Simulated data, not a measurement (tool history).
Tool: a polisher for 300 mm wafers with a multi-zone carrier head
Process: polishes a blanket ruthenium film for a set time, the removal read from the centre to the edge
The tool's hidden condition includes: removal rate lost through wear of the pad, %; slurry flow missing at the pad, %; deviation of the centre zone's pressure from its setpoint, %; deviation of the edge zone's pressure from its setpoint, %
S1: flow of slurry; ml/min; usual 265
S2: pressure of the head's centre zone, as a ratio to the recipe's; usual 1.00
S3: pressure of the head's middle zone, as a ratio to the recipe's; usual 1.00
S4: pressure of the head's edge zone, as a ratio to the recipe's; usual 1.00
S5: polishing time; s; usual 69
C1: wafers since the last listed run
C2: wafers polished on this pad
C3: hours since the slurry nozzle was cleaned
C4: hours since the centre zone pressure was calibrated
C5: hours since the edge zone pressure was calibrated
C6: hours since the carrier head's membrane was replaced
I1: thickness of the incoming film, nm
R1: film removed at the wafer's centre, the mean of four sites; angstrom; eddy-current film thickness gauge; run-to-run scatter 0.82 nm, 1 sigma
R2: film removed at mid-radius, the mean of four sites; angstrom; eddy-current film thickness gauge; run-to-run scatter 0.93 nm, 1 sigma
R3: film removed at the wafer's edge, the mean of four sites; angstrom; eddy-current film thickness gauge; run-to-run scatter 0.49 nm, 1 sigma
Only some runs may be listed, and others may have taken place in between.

| run | hour | S1 | S2 | S3 | S4 | S5 | C1 | C2 | C3 | C4 | C5 | C6 | I1 | R1 | R2 | R3 |
|---|---|---|---|---|---|---|---|---|---|---|---|---|---|---|---|---|
| 1 | 0.0 | 265 | 1.00 | 1.00 | 1.00 | 78 | 0 | 149 | 236.0 | 213.0 | 440.7 | 1765.0 | 519.1 | 761 | 739 | 776 |
| 2 | 22.3 | 265 | 1.00 | 1.00 | 1.00 | 69 | 284 | 433 | 258.3 | 235.3 | 463.0 | 1787.3 | 523.8 | 648 | 639 | 666 |
|  | 46.3 | worn pad replaced by a new one |
| 3 | 47.9 | 265 | 1.00 | 0.93 | 1.00 | 69 | 275 | 19 | 283.9 | 260.9 | 488.6 | 1812.9 | 525.9 | 683 | 613 | 688 |
| 4 | 76.4 | 265 | 1.00 | 0.93 | 1.00 | 69 | 363 | 383 | 312.4 | 289.4 | 517.1 | 1841.4 | 526.0 | 658 | 611 | 685 |
| 5 | 94.9 | 265 | 1.00 | 0.93 | 1.00 | 69 | 235 | 619 | 330.9 | 307.9 | 535.6 | 1859.9 | 523.3 | 624 | 593 | 652 |
|  | 117.2 | centre zone pressure recalibrated |
|  | 118.1 | worn pad replaced by a new one |
| 6 | 118.6 | 265 | 1.00 | 1.05 | 1.00 | 69 | 264 | 6 | 354.6 | 1.4 | 559.3 | 1883.6 | 518.6 | 676 | 686 | 689 |
|  | 120.4 | slurry nozzle cleaned |
| 7 | 129.7 | 265 | 1.00 | 1.00 | 1.00 | 69 | 128 | 135 | 9.3 | 12.5 | 570.4 | 1894.7 | 518.7 | 675 | 671 | 694 |
| 8 | 157.8 | 265 | 1.00 | 1.00 | 1.00 | 69 | 358 | 493 | 37.4 | 40.6 | 598.5 | 1922.8 | 517.0 | 646 | 636 | 667 |
| 9 | 180.3 | 265 | 1.00 | 1.07 | 1.00 | 69 | 286 | 780 | 59.9 | 63.1 | 621.0 | 1945.3 | 526.5 | 611 | 620 | 622 |
|  | 191.6 | worn pad replaced by a new one |
|  | 196.7 | carrier head's membrane replaced by a new one |
| 10 | 203.4 | 210 | 0.90 | 0.95 | 1.00 | 69 | 179 | 87 | 83.0 | 86.2 | 644.1 | 6.7 | 518.4 | 612 | 623 | 673 |
|  | 224.7 | edge zone pressure recalibrated |
| 11 | 232.4 | 190 | 1.00 | 0.96 | 1.00 | 69 | 344 | 431 | 112.0 | 115.2 | 7.7 | 35.7 | 521.8 | 607 | 598 | 635 |
|  | 253.1 | worn pad replaced by a new one |
| 12 | 253.6 | 265 | 1.00 | 1.00 | 1.00 | 69 | 219 | 6 | 133.2 | 136.4 | 28.9 | 56.9 | 522.2 | 658 | 664 | 691 |
| 13 | 264.7 | 325 | 0.94 | 1.00 | 1.00 | 69 | 141 | 148 | 144.3 | 147.5 | 40.0 | 68.0 | 522.1 | 647 | 664 | 701 |
| 14 | 289.1 | 265 | 0.88 | 1.03 | 1.11 | 51 | 311 | 459 | 168.7 | 171.9 | 64.4 | 92.4 | 525.1 | 422 | 480 | 522 |
| 15 | 313.2 | 265 | 1.00 | 1.00 | 1.00 | 69 | 307 | 766 | 192.8 | 196.0 | 88.5 | 116.5 | 526.7 | 609 | 589 | 632 |
|  | 320.4 | worn pad replaced by a new one |
| 16 | 332.8 | 265 | 1.00 | 1.00 | 1.00 | 51 | 198 | 157 | 212.4 | 215.6 | 108.1 | 136.1 | 515.0 | 503 | 490 | 516 |

Branching from run 16: 3 alternative next runs. What would each branch give?
| A | 333.2 | 265 | 1.00 | 1.00 | 1.00 | 69 | 5 | 162 | 212.8 | 216.0 | 108.5 | 136.5 | 531.8 | ? | ? | ? |
| B | 333.2 | 265 | 0.90 | 0.96 | 0.89 | 69 | 5 | 162 | 212.8 | 216.0 | 108.5 | 136.5 | 531.8 | ? | ? | ? |
| C | 333.2 | 265 | 1.00 | 0.92 | 0.94 | 69 | 5 | 162 | 212.8 | 216.0 | 108.5 | 136.5 | 531.8 | ? | ? | ? |

| run | R1 | R2 | R3 |
|---|---|---|---|
| A | 679 | 650 | 703 |
| B | 624 | 629 | 674 |
| C | 679 | 606 | 688 |
With no hidden state in the tool, these same runs would have given:
| run | R1 | R2 | R3 |
|---|---|---|---|
| A | 685 | 656 | 709 |
| B | 629 | 634 | 680 |
| C | 685 | 612 | 694 |
